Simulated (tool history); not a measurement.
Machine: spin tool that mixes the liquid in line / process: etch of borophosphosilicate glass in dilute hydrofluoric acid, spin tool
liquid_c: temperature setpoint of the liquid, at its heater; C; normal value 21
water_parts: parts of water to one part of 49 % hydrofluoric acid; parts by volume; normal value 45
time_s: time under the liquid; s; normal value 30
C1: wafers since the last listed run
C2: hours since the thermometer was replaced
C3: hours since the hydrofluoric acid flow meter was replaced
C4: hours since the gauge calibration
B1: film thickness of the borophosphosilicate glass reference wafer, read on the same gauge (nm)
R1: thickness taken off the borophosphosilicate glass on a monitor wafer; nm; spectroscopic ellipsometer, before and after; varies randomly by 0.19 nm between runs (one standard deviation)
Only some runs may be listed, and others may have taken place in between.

Run 1, hour 0: usual settings but time_s 25 s; C1 0; C2 1011.4; C3 982.8; C4 512.8; B1 150.01. Result: R1 23.12 nm.
Run 2, hour 51.7: usual settings but time_s 25 s; C1 1097; C2 1063.1; C3 1034.5; C4 564.5; B1 150.01. Result: R1 23.4 nm.
Run 3, hour 156.9: usual settings but time_s 25 s; C1 2233; C2 1168.3; C3 1139.7; C4 669.7; B1 150.02. Result: R1 23.42 nm.
Run 4, hour 235.2: usual settings but water_parts 55 parts by volume; C1 1662; C2 1246.6; C3 1218; C4 748; B1 150. Result: R1 22.34 nm.
Run 5, hour 439.3: usual settings; C1 4333; C2 1450.7; C3 1422.1; C4 952.1; B1 150. Result: R1 28.23 nm.
At hour 470.6: hydrofluoric acid flow meter replaced.
Run 6, hour 526.5: usual settings; C1 1830; C2 1537.9; C3 55.9; C4 1039.3; B1 149.97. Result: R1 27.35 nm.
Run 7, hour 617.9: usual settings; C1 1940; C2 1629.3; C3 147.3; C4 1130.7; B1 150. Result: R1 27.22 nm.
At hour 634.6: thermometer replaced.
Run 8, hour 685.8: usual settings; C1 1420; C2 51.2; C3 215.2; C4 1198.6; B1 149.96. Result: R1 27.39 nm.
Run 9, hour 736.7: usual settings; C1 1080; C2 102.1; C3 266.1; C4 1249.5; B1 150.02. Result: R1 27.55 nm.
Run 10, hour 812.2: usual settings but liquid_c 25 C, water_parts 50 parts by volume; C1 1603; C2 177.6; C3 341.6; C4 1325; B1 150.01. Result: R1 28.91 nm.
At hour 815.4: gauge calibrated.
Run 11, hour 907: usual settings but water_parts 35 parts by volume, time_s 50 s; C1 2013; C2 272.4; C3 436.4; C4 91.6; B1 150.04. Result: R1 59.36 nm.
Run 12, hour 948.6: usual settings; C1 883; C2 314; C3 478; C4 133.2; B1 150.03. Result: R1 27.15 nm.
Run 13, hour 1035: usual settings but time_s 20 s; C1 1834; C2 400.4; C3 564.4; C4 219.6; B1 150. Result: R1 18.64 nm.
Run 14, hour 1088.8: usual settings but liquid_c 17 C, time_s 25 s; C1 1142; C2 454.2; C3 618.2; C4 273.4; B1 149.98. Result: R1 19.4 nm.
Run 15, hour 1195.9: usual settings; C1 2274; C2 561.3; C3 725.3; C4 380.5; B1 149.99. Result: R1 27.73 nm.
Run 16, hour 1274.6: usual settings but time_s 25 s; C1 1671; C2 640; C3 804; C4 459.2; B1 150.01. Result: R1 22.89 nm.
Run 17, hour 1379.8: usual settings but time_s 45 s; C1 2233; C2 745.2; C3 909.2; C4 564.4; B1 149.99. Result: R1 41.56 nm.
Run 18, hour 1433.9: usual settings but liquid_c 19.5 C, water_parts 30 parts by volume; C1 1148; C2 799.3; C3 963.3; C4 618.5; B1 150. Result: R1 40.25 nm.
Run 19, hour 1510.1: usual settings; C1 1618; C2 875.5; C3 1039.5; C4 694.7; B1 150. Result: R1 28.05 nm.

Alternative continuations, all from the tool just after run 19; predict every row:
Run A, hour 1510.5: usual settings but liquid_c 17 C; C1 8; C2 875.9; C3 1039.9; C4 695.1; B1 ?. Result: R1 ?.
Run B, hour 1510.5: usual settings but water_parts 40 parts by volume, time_s 15 s; C1 8; C2 875.9; C3 1039.9; C4 695.1; B1 ?. Result: R1 ?.
Run C, hour 1510.5: usual settings but liquid_c 19.5 C, water_parts 65 parts by volume, time_s 15 s; C1 8; C2 875.9; C3 1039.9; C4 695.1; B1 ?. Result: R1 ?.

run      B1     R1
  A  149.96  23.59
  B  149.96  15.85
  C  149.96   8.89
With the hidden condition removed and each run's random variation left untouched, the same runs would have given:
run     R1
  A  23.03
  B  15.48
  C   8.67
